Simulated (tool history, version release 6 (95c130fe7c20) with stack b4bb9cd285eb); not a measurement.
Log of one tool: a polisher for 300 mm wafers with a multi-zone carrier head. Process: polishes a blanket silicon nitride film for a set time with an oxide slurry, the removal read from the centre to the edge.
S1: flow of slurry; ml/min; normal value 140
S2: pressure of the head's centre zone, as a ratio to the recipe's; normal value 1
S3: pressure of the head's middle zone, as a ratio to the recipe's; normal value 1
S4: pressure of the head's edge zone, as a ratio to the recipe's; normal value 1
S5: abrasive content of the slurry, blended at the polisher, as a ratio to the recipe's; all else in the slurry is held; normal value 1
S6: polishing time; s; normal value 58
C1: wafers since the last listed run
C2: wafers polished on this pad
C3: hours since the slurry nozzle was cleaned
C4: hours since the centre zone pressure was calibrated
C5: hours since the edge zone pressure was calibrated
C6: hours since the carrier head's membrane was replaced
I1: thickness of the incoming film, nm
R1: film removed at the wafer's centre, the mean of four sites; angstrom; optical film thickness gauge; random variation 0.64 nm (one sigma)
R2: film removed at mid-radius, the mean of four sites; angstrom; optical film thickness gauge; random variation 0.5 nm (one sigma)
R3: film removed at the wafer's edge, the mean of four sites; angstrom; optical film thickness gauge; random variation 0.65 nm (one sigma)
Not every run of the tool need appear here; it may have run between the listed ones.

| run | day | S1 | S2 | S3 | S4 | S5 | S6 | C1 | C2 | C3 | C4 | C5 | C6 | I1 | R1 | R2 | R3 |
|---|---|---|---|---|---|---|---|---|---|---|---|---|---|---|---|---|---|
| 1 | 0 | 140 | 0.91 | 1.08 | 1 | 1 | 58 | 0 | 718 | 96.1 | 748.2 | 1103.7 | 599.1 | 260.2 | 443 | 448 | 452 |
| 2 | 0.621 | 140 | 1 | 1 | 1 | 1 | 58 | 192 | 911 | 111 | 763.1 | 1118.6 | 614 | 262.1 | 487 | 438 | 445 |
| 3 | 1.162 | 140 | 1 | 1 | 0.93 | 1 | 58 | 168 | 1080 | 124 | 776.1 | 1131.6 | 627 | 259.9 | 479 | 429 | 436 |
| 4 | 1.792 | 140 | 1 | 1 | 0.91 | 1 | 58 | 195 | 1275 | 139.1 | 791.2 | 1146.7 | 642.1 | 258.1 | 487 | 433 | 418 |
| 5 | 3.188 | 140 | 1.08 | 1 | 1 | 1 | 58 | 433 | 1709 | 172.6 | 824.7 | 1180.2 | 675.6 | 258.8 | 530 | 429 | 444 |
| 6 | 3.704 | 140 | 1 | 1 | 1 | 0.9 | 58 | 160 | 1869 | 185 | 837.1 | 1192.6 | 688 | 258.9 | 460 | 411 | 415 |
| 7 | 4.808 | 140 | 1 | 1 | 1 | 1 | 58 | 343 | 2213 | 211.5 | 863.6 | 1219.1 | 714.5 | 259.3 | 492 | 434 | 441 |
|  | 5.554 | worn pad replaced by a new one |
| 8 | 5.575 | 140 | 0.93 | 1 | 1 | 1 | 58 | 186 | 6 | 229.9 | 882 | 1237.5 | 732.9 | 255.1 | 469 | 426 | 433 |
|  | 5.867 | carrier head's membrane replaced by a new one |
|  | 6.258 | centre zone pressure recalibrated |
| 9 | 6.938 | 140 | 1 | 1 | 1 | 1 | 58 | 332 | 339 | 262.6 | 16.3 | 1270.2 | 25.7 | 254 | 426 | 437 | 441 |
|  | 7.138 | edge zone pressure recalibrated |
| 10 | 10.9 | 140 | 1 | 1.12 | 1 | 1 | 77 | 1205 | 1544 | 357.7 | 111.4 | 90.3 | 120.8 | 262 | 588 | 622 | 580 |
| 11 | 11.592 | 140 | 1.11 | 0.88 | 1.06 | 0.7 | 58 | 214 | 1759 | 374.3 | 128 | 106.9 | 137.4 | 260.2 | 407 | 327 | 367 |
| 12 | 12.258 | 100 | 1 | 0.94 | 1 | 1 | 58 | 207 | 1966 | 390.3 | 144 | 122.9 | 153.4 | 254.6 | 433 | 392 | 435 |
| 13 | 13.688 | 140 | 1 | 1 | 1 | 1 | 58 | 444 | 2410 | 424.6 | 178.3 | 157.2 | 187.7 | 256.3 | 458 | 432 | 446 |
|  | 14.025 | worn pad replaced by a new one |
| 14 | 14.508 | 105 | 1 | 1 | 0.95 | 1 | 58 | 203 | 150 | 444.3 | 198 | 176.9 | 207.4 | 259.3 | 436 | 423 | 427 |
| 15 | 15.575 | 140 | 1 | 1 | 1 | 1.3 | 40 | 331 | 481 | 469.9 | 223.6 | 202.5 | 233 | 257.4 | 365 | 336 | 338 |
| 16 | 16.862 | 185 | 1.1 | 1.06 | 1 | 1 | 58 | 400 | 881 | 500.8 | 254.5 | 233.4 | 263.9 | 263 | 532 | 473 | 454 |
| 17 | 18.383 | 110 | 1.09 | 1 | 1 | 1 | 40 | 472 | 1354 | 537.3 | 291 | 269.9 | 300.4 | 256.8 | 343 | 290 | 294 |
| 18 | 19.238 | 170 | 1 | 1 | 1.11 | 1 | 58 | 265 | 1619 | 557.8 | 311.5 | 290.4 | 320.9 | 256.6 | 478 | 436 | 475 |
| 19 | 20.283 | 140 | 1 | 1 | 1 | 1 | 58 | 324 | 1944 | 582.9 | 336.6 | 315.5 | 346 | 258.6 | 461 | 435 | 440 |
| 20 | 20.883 | 140 | 0.92 | 1 | 1 | 1 | 74 | 186 | 2131 | 597.3 | 351 | 329.9 | 360.4 | 261.7 | 552 | 557 | 580 |
|  | 21.2 | worn pad replaced by a new one |
| 21 | 21.983 | 140 | 1 | 1 | 0.95 | 1 | 47 | 290 | 243 | 623.7 | 377.4 | 356.3 | 386.8 | 262.1 | 384 | 346 | 353 |
| 22 | 23.104 | 140 | 1 | 1 | 1 | 1 | 58 | 348 | 591 | 650.6 | 404.3 | 383.2 | 413.7 | 262.9 | 466 | 435 | 450 |

Alternative continuations, all from the tool just after run 22; predict every row:
| A | 23.121 | 140 | 1 | 1 | 1 | 1 | 72 | 5 | 597 | 651 | 404.7 | 383.6 | 414.1 | 263.1 | ? | ? | ? |
| B | 23.121 | 140 | 1 | 1 | 1 | 0.7 | 64 | 5 | 597 | 651 | 404.7 | 383.6 | 414.1 | 263.1 | ? | ? | ? |
| C | 23.121 | 140 | 1 | 1 | 1.11 | 1 | 58 | 5 | 597 | 651 | 404.7 | 383.6 | 414.1 | 263.1 | ? | ? | ? |
| D | 23.121 | 140 | 1 | 1 | 1 | 1.1 | 58 | 5 | 597 | 651 | 404.7 | 383.6 | 414.1 | 263.1 | ? | ? | ? |

| run | R1 | R2 | R3 |
|---|---|---|---|
| A | 583 | 534 | 547 |
| B | 429 | 393 | 402 |
| C | 470 | 430 | 464 |
| D | 491 | 450 | 461 |
With no hidden state in the tool, these same runs would have given:
| run | R1 | R2 | R3 |
|---|---|---|---|
| A | 540 | 534 | 547 |
| B | 397 | 393 | 402 |
| C | 435 | 430 | 464 |
| D | 454 | 450 | 461 |

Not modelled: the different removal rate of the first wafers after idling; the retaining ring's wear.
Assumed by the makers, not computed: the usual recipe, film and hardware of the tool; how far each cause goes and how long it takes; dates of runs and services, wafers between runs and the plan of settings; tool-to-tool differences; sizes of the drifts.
